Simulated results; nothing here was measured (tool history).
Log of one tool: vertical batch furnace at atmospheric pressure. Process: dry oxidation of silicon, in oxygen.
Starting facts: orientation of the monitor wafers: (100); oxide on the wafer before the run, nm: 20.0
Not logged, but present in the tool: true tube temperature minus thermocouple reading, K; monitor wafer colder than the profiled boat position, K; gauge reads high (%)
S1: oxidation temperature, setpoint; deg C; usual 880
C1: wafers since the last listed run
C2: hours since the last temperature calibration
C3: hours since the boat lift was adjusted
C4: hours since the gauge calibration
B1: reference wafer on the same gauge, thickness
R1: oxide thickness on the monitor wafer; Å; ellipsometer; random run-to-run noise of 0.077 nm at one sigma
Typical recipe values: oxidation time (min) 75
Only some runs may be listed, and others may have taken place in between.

run 1 hour=0 | S1=880 oxidation_time_(min)=75 | C1=0 C2=3239.8 C3=3593.4 C4=28.9 | B1=27.8 | R1=298
run 2 hour=13.9 | S1=880 oxidation_time_(min)=75 | C1=207 C2=3253.7 C3=3607.3 C4=42.8 | B1=27.76 | R1=297.5
run 3 hour=39.8 | S1=863 oxidation_time_(min)=75 | C1=387 C2=3279.6 C3=3633.2 C4=68.7 | B1=27.77 | R1=273.9
run 4 hour=62.3 | S1=880 oxidation_time_(min)=86.5 | C1=336 C2=3302.1 C3=3655.7 C4=91.2 | B1=27.73 | R1=312.3
run 5 hour=97.4 | S1=880 oxidation_time_(min)=86.5 | C1=524 C2=3337.2 C3=3690.8 C4=126.3 | B1=27.72 | R1=311.6
run 6 hour=114.6 | S1=880 oxidation_time_(min)=86.5 | C1=257 C2=3354.4 C3=3708 C4=143.5 | B1=27.71 | R1=310.7
run 7 hour=145.8 | S1=880 oxidation_time_(min)=53 | C1=466 C2=3385.6 C3=3739.2 C4=174.7 | B1=27.65 | R1=270.2
-- hour=169.3 gauge calibrated
run 8 hour=180.3 | S1=880 oxidation_time_(min)=53 | C1=515 C2=3420.1 C3=3773.7 C4=11 | B1=27.79 | R1=271
-- hour=234.2 boat lift adjusted
run 9 hour=234.7 | S1=880 oxidation_time_(min)=53 | C1=454 C2=3474.5 C3=0.5 C4=65.4 | B1=27.77 | R1=269.7
run 10 hour=240.1 | S1=880 oxidation_time_(min)=75 | C1=80 C2=3479.9 C3=5.9 C4=70.8 | B1=27.76 | R1=297.8
run 11 hour=245.5 | S1=856 oxidation_time_(min)=44 | C1=80 C2=3485.3 C3=11.3 C4=76.2 | B1=27.78 | R1=239.7
run 12 hour=270 | S1=863 oxidation_time_(min)=49 | C1=366 C2=3509.8 C3=35.8 C4=100.7 | B1=27.78 | R1=249.8
run 13 hour=285.4 | S1=889 oxidation_time_(min)=75 | C1=230 C2=3525.2 C3=51.2 C4=116.1 | B1=27.73 | R1=309.8
-- hour=333.1 thermocouples replaced and temperature profile calibrated
run 14 hour=333.6 | S1=865 oxidation_time_(min)=38 | C1=361 C2=0.5 C3=99.4 C4=164.3 | B1=27.69 | R1=238.9
run 15 hour=350.9 | S1=870 oxidation_time_(min)=60.5 | C1=258 C2=17.8 C3=116.7 C4=181.6 | B1=27.67 | R1=267.7
run 16 hour=375 | S1=888 oxidation_time_(min)=75 | C1=360 C2=41.9 C3=140.8 C4=205.7 | B1=27.61 | R1=307.4
run 17 hour=388 | S1=897 oxidation_time_(min)=105.5 | C1=194 C2=54.9 C3=153.8 C4=218.7 | B1=27.58 | R1=367.5
-- hour=399.2 gauge calibrated
run 18 hour=406.9 | S1=880 oxidation_time_(min)=75 | C1=282 C2=73.8 C3=172.7 C4=7.7 | B1=27.84 | R1=298.7
run 19 hour=422.2 | S1=889 oxidation_time_(min)=95 | C1=228 C2=89.1 C3=188 C4=23 | B1=27.88 | R1=339.5

What was the tool's hidden state at every run in the log?
true tube temperature minus thermocouple reading, K: 0, the same for each run
monitor wafer colder than the profiled boat position, K: 0, the same for each run
H1: gauge reads high (%)
run=1 H1=-0.0182
run=2 H1=-0.0359
run=3 H1=-0.0871
run=4 H1=-0.151
run=5 H1=-0.286
run=6 H1=-0.369
run=7 H1=-0.545
run=8 H1=0.019
run=9 H1=-0.0547
run=10 H1=-0.0678
run=11 H1=-0.0819
run=12 H1=-0.159
run=13 H1=-0.218
run=14 H1=-0.458
run=15 H1=-0.564
run=16 H1=-0.729
run=17 H1=-0.827
run=18 H1=0.147
run=19 H1=0.138
